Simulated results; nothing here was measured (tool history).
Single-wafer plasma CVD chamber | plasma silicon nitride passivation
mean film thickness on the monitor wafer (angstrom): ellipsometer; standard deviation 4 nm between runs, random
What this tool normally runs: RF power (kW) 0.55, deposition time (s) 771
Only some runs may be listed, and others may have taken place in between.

run	hour	RF power (kW)	deposition time (s)	read-back reference wafer on the same gauge, thickness_nm	mean film thickness on the monitor wafer (angstrom)
1	0	0.55	888	1269.261	13309.66
2	41.9	0.55	888	1270.353	13321.65
3	106.3	0.485	771	1269.591	11194.33
4	141.7	0.485	771	1271.132	11224.31
5	265.5	0.55	771	1270.147	11559.57
6	328.5	0.51	771	1270.193	11416.37
7	504.4	0.55	771	1270.378	11467.92
8	545.8	0.55	771	1270.392	11479.38
9	577.8	0.55	771	1270.309	11522.28
10	628.8	0.61	771	1269.428	11821.46
11	657.7	0.61	771	1268.248	11709.91
12	694	0.61	771	1270.658	11717.57
# hour 705: showerhead replaced
13	743.7	0.55	884	1270.835	13285.97
14	784.1	0.55	814	1269.628	12147.15
15	842	0.55	814	1270.174	12060.63
# hour 847.4: gauge calibrated
# hour 863.9: RF generator calibrated
16	914.8	0.55	814	1269.238	12090.81
17	961.8	0.55	771	1269.561	11408.07
18	992.8	0.55	771	1271.049	11380.5
19	1046.5	0.55	771	1270.9	11451.65
20	1080.4	0.55	771	1270.641	11428.32
21	1135.8	0.55	771	1269.01	11386.51
22	1186	0.62	670	1269.112	10178.15
23	1218.5	0.47	836	1270.186	11950.32
24	1263.2	0.58	901	1269.306	13562.1
25	1326.2	0.515	771	1270.909	11171.14
# hour 1371.3: RF generator calibrated, repeated, since the last time left the tool worse
26	1389	0.55	888	1271.054	13283.59
27	1435.9	0.55	771	1270.89	11682.6
28	1501.3	0.495	715	1268.923	10552.07
29	1538.8	0.66	685	1269.577	10718.49
30	1591.5	0.55	730	1270.351	10979.71
31	1637.7	0.485	708	1269.621	10350.22
32	1692.4	0.52	631	1270.696	9442.01
33	1756.5	0.475	882	1269.631	12952.25
34	1785.2	0.55	771	1269.424	11577.16
35	1835	0.58	676	1270.904	10277.01
36	2008.3	0.595	709	1270.75	10797.67
37	2054.8	0.55	771	1269.225	11561.75
38	2094.3	0.55	864	1269.083	12968.38
39	2131.4	0.46	771	1270.526	11151.95
40	2195	0.645	690	1270.914	10692.91
41	2225.6	0.55	771	1268.959	11540.15
42	2265.7	0.635	905	1269.839	13890.78

How would selected steps in mean film thickness on the monitor wafer (angstrom) from run to run divide? Give the signed amount a tool lacking its hidden state would still show from settings, what came in and random variation, and the signed amount left for the hidden state, including any gauge scatter that is not in both of the compared results.
What the log doesn't record here: delivered RF power above the setpoint (%); gauge reads high (%).
Run 15 -> 16: gauge calibrated, RF generator calibrated. mean film thickness on the monitor wafer (angstrom) +30.18: hidden state -85.45, all else +115.63.
Run 24 -> 25: RF power (kW) 0.58 -> 0.515, deposition time (s) 901 -> 771. mean film thickness on the monitor wafer (angstrom) -2390.96: hidden state +45.68, all else -2436.64.
Run 25 -> 26: RF power (kW) 0.515 -> 0.55, deposition time (s) 771 -> 888, RF generator calibrated, repeated, since the last time left the tool worse. mean film thickness on the monitor wafer (angstrom) +2112.45: hidden state +239.18, all else +1873.27.
Run 32 -> 33: RF power (kW) 0.52 -> 0.475, deposition time (s) 631 -> 882. mean film thickness on the monitor wafer (angstrom) +3510.24: hidden state -23.45, all else +3533.69.
Run 41 -> 42: RF power (kW) 0.55 -> 0.635, deposition time (s) 771 -> 905. mean film thickness on the monitor wafer (angstrom) +2350.63: hidden state -20.73, all else +2371.36.
